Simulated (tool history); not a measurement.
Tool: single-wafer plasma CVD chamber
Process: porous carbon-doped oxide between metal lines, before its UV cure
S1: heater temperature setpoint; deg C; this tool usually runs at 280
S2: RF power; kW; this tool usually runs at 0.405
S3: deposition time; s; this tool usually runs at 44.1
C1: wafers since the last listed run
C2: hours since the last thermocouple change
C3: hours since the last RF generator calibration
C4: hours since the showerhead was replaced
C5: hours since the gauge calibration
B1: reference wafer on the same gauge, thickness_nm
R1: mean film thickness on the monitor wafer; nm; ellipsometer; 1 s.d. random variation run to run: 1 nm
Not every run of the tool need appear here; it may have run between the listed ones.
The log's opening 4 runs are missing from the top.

-- hour=101.5 thermocouple changed; heater temperature recalibrated
run 5 hour=103.6 | S1=280 S2=0.405 S3=44.1 | C1=495 C2=2.1 C3=1001.2 C4=57.1 C5=589.5 | B1=240.867 | R1=207.697
-- hour=111.0 gauge calibrated
run 6 hour=127.5 | S1=280 S2=0.405 S3=44.1 | C1=430 C2=26.0 C3=1025.1 C4=81.0 C5=16.5 | B1=240.956 | R1=208.119
run 7 hour=142.3 | S1=280 S2=0.405 S3=44.1 | C1=266 C2=40.8 C3=1039.9 C4=95.8 C5=31.3 | B1=240.937 | R1=207.137
run 8 hour=159.1 | S1=280 S2=0.405 S3=44.1 | C1=302 C2=57.6 C3=1056.7 C4=112.6 C5=48.1 | B1=240.673 | R1=207.630
run 9 hour=184.0 | S1=280 S2=0.405 S3=44.1 | C1=448 C2=82.5 C3=1081.6 C4=137.5 C5=73.0 | B1=241.008 | R1=208.015
run 10 hour=200.5 | S1=280 S2=0.405 S3=44.1 | C1=297 C2=99.0 C3=1098.1 C4=154.0 C5=89.5 | B1=241.039 | R1=207.573
run 11 hour=223.0 | S1=280 S2=0.405 S3=44.1 | C1=405 C2=121.5 C3=1120.6 C4=176.5 C5=112.0 | B1=241.010 | R1=207.903
run 12 hour=235.3 | S1=280 S2=0.345 S3=44.1 | C1=221 C2=133.8 C3=1132.9 C4=188.8 C5=124.3 | B1=240.836 | R1=184.083
run 13 hour=257.8 | S1=280 S2=0.345 S3=44.1 | C1=405 C2=156.3 C3=1155.4 C4=211.3 C5=146.8 | B1=240.770 | R1=183.410
run 14 hour=278.1 | S1=280 S2=0.405 S3=44.1 | C1=365 C2=176.6 C3=1175.7 C4=231.6 C5=167.1 | B1=241.029 | R1=207.878
run 15 hour=293.1 | S1=280 S2=0.480 S3=36.0 | C1=270 C2=191.6 C3=1190.7 C4=246.6 C5=182.1 | B1=240.854 | R1=191.787
run 16 hour=319.7 | S1=290 S2=0.405 S3=36.1 | C1=479 C2=218.2 C3=1217.3 C4=273.2 C5=208.7 | B1=241.234 | R1=160.669
run 17 hour=340.7 | S1=265 S2=0.405 S3=47.0 | C1=378 C2=239.2 C3=1238.3 C4=294.2 C5=229.7 | B1=241.412 | R1=240.472
run 18 hour=353.8 | S1=291 S2=0.380 S3=44.1 | C1=236 C2=252.3 C3=1251.4 C4=307.3 C5=242.8 | B1=240.892 | R1=183.779
run 19 hour=373.2 | S1=280 S2=0.405 S3=39.7 | C1=349 C2=271.7 C3=1270.8 C4=326.7 C5=262.2 | B1=240.761 | R1=186.186
run 20 hour=399.1 | S1=287 S2=0.370 S3=41.9 | C1=466 C2=297.6 C3=1296.7 C4=352.6 C5=288.1 | B1=241.306 | R1=175.322

Estimate the outcome of run 21 from the log above:
run 21 hour=421.7 | S1=290 S2=0.480 S3=44.1 | C1=407 C2=320.2 C3=1319.3 C4=375.2 C5=310.7 | B1=? | R1=?

B1: 241.363
R1: 218.201 nm
Minus the tool's unlogged condition, the same run would have read R1 227.602 nm.
